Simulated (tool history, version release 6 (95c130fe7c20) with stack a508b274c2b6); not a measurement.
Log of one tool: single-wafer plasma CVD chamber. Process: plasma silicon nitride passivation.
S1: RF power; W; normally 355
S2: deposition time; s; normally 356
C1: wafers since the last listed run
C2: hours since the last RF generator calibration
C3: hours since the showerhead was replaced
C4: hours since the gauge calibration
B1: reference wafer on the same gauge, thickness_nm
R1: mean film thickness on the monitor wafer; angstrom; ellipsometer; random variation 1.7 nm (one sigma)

| run | hour | S1 | S2 | C1 | C2 | C3 | C4 | B1 | R1 |
|---|---|---|---|---|---|---|---|---|---|
| 1 | 0.0 | 405 | 356 | 0 | 1365.8 | 4847.4 | 526.1 | 404.275 | 5124.10 |
| 2 | 50.0 | 355 | 356 | 204 | 1415.8 | 4897.4 | 576.1 | 404.143 | 4904.42 |
| 3 | 110.4 | 355 | 356 | 246 | 1476.2 | 4957.8 | 636.5 | 404.164 | 4887.22 |
| 4 | 169.1 | 315 | 356 | 239 | 1534.9 | 5016.5 | 695.2 | 403.879 | 4700.13 |
| 5 | 209.5 | 315 | 356 | 164 | 1575.3 | 5056.9 | 735.6 | 403.729 | 4672.67 |
| 6 | 242.1 | 355 | 410 | 133 | 1607.9 | 5089.5 | 768.2 | 403.771 | 5664.37 |
| 7 | 288.9 | 355 | 410 | 191 | 1654.7 | 5136.3 | 815.0 | 404.199 | 5641.20 |
| 8 | 324.8 | 355 | 356 | 146 | 1690.6 | 5172.2 | 850.9 | 403.669 | 4860.56 |
| 9 | 395.7 | 355 | 356 | 289 | 1761.5 | 5243.1 | 921.8 | 403.721 | 4875.68 |
|  | 414.9 | gauge calibrated |
|  | 416.3 | RF generator calibrated |
| 10 | 467.3 | 355 | 356 | 259 | 51.0 | 5314.7 | 52.4 | 404.167 | 5024.87 |
| 11 | 495.6 | 355 | 402 | 115 | 79.3 | 5343.0 | 80.7 | 404.091 | 5690.60 |
| 12 | 565.7 | 285 | 356 | 286 | 149.4 | 5413.1 | 150.8 | 403.970 | 4651.40 |
| 13 | 601.6 | 355 | 356 | 146 | 185.3 | 5449.0 | 186.7 | 404.303 | 5005.19 |
|  | 618.4 | showerhead replaced |
| 14 | 670.7 | 310 | 314 | 249 | 254.4 | 52.3 | 255.8 | 404.043 | 4227.55 |
| 15 | 735.5 | 395 | 398 | 264 | 319.2 | 117.1 | 320.6 | 403.442 | 5786.70 |
| 16 | 794.1 | 420 | 295 | 239 | 377.8 | 175.7 | 379.2 | 403.660 | 4394.81 |
| 17 | 851.0 | 285 | 296 | 232 | 434.7 | 232.6 | 436.1 | 404.008 | 3834.24 |
| 18 | 899.6 | 355 | 356 | 198 | 483.3 | 281.2 | 484.7 | 404.237 | 4995.09 |
| 19 | 955.8 | 355 | 356 | 229 | 539.5 | 337.4 | 540.9 | 403.711 | 4964.08 |
| 20 | 980.3 | 315 | 356 | 100 | 564.0 | 361.9 | 565.4 | 404.071 | 4771.80 |
| 21 | 1043.9 | 390 | 409 | 259 | 627.6 | 425.5 | 629.0 | 404.031 | 5868.56 |
| 22 | 1084.6 | 315 | 307 | 166 | 668.3 | 466.2 | 669.7 | 404.170 | 4077.18 |

For some of the steps in R1 from one run to the next: how much would appear even if the tool had no hidden state, given the settings, what came in and random variation, and how much remains for the hidden state plus any gauge scatter that the measured result and the result without hidden state don't share?
Hidden state present: delivered RF power above the setpoint (%); gauge reads high (%).
Run 5 -> 6: S1 315 -> 355, S2 356 -> 410. R1 +991.70 angstrom: hidden state -32.29, all else +1023.99.
Run 9 -> 10: gauge calibrated, RF generator calibrated. R1 +149.19 angstrom: hidden state +146.31, all else +2.88.
Run 14 -> 15: S1 310 -> 395, S2 314 -> 398. R1 +1559.15 angstrom: hidden state -14.40, all else +1573.55.
Run 21 -> 22: S1 390 -> 315, S2 409 -> 307. R1 -1791.38 angstrom: hidden state +17.68, all else -1809.06.
